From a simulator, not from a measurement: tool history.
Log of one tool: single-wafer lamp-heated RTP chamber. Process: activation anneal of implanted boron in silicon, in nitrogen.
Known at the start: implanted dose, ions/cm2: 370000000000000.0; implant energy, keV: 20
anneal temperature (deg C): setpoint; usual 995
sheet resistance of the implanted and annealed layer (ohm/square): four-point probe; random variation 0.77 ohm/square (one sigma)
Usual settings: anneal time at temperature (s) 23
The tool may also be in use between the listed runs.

run   hour  anneal temperature (deg C)  anneal time at temperature (s)  wafers since the last listed run  wafers since the last pyrometer calibration  wafers since the reflector plate was cleaned  hours since the gauge calibration  read-back reference wafer on the same gauge, sheet resistance  sheet resistance of the implanted and annealed layer (ohm/square)
  1    0.0                         995                              23                                 0                                         2315                                           896                              260.8                                                         256.20                                                             267.04
  2   52.4                        1014                              23                               955                                         3270                                          1851                              313.2                                                         255.92                                                             264.45
  3   85.2                        1014                              23                               598                                         3869                                          2449                              346.0                                                         255.88                                                             264.13
  4  110.9                        1014                              23                               468                                         4337                                          2918                              371.7                                                         255.98                                                             263.17
     160.9  -- pyrometer window cleaned and pyrometer calibrated
  5  171.6                         995                              13                               961                                          195                                          3879                              432.4                                                         255.96                                                             270.41
  6  220.2                         995                              13                               886                                         1082                                          4765                              481.0                                                         256.04                                                             270.08
  7  291.4                         995                              13                              1298                                         2380                                          6064                              552.2                                                         255.79                                                             269.11
  8  328.3                         995                              23                               672                                         3053                                          6737                              589.1                                                         256.03                                                             266.62
  9  389.9                         995                              17                              1123                                         4176                                          7860                              650.7                                                         255.87                                                             268.69
 10  429.2                         995                              23                               716                                         4893                                          8577                              690.0                                                         256.22                                                             266.75
     457.2  -- pyrometer window cleaned and pyrometer calibrated
 11  497.7                        1012                              32                              1103                                          738                                          9680                              758.5                                                         255.97                                                             260.47
     524.6  -- gauge calibrated
 12  561.7                         987                              32                              1167                                         1906                                         10847                               37.1                                                         255.98                                                             267.52
     587.4  -- reflector plate cleaned
 13  601.5                         976                              23                               579                                         2485                                           257                               76.9                                                         256.04                                                             280.46
 14  654.8                         974                              33                               971                                         3457                                          1229                              130.2                                                         256.08                                                             278.88
     715.1  -- pyrometer window cleaned and pyrometer calibrated
 15  715.6                         967                              28                               962                                            9                                          2191                              191.0                                                         255.87                                                             288.77
 16  769.8                         969                              27                               988                                          997                                          3180                              245.2                                                         256.13                                                             285.37
 17  807.8                        1021                              23                               692                                         1690                                          3873                              283.2                                                         255.96                                                             261.20

5 ways to go on from here, each from the tool as it stands after run 17. What would each give?
  A  808.2                         995                              23                                 7                                         1698                                          3880                              283.6                                                              ?                                                                  ?
  B  808.2                         995                              18                                 7                                         1698                                          3880                              283.6                                                              ?                                                                  ?
  C  808.2                        1017                              36                                 7                                         1698                                          3880                              283.6                                                              ?                                                                  ?
  D  808.2                         984                              29                                 7                                         1698                                          3880                              283.6                                                              ?                                                                  ?
  E  808.2                        1020                              18                                 7                                         1698                                          3880                              283.6                                                              ?                                                                  ?

run  read-back reference wafer on the same gauge, sheet resistance  sheet resistance of the implanted and annealed layer (ohm/square)
  A                                                         255.97                                                             266.65
  B                                                         255.97                                                             267.64
  C                                                         255.97                                                             260.23
  D                                                         255.97                                                             270.99
  E                                                         255.97                                                             261.56
Without the tool's hidden state the same runs would have given:
run  sheet resistance of the implanted and annealed layer (ohm/square)
  A                                                             267.17
  B                                                             268.22
  C                                                             260.40
  D                                                             271.79
  E                                                             261.73
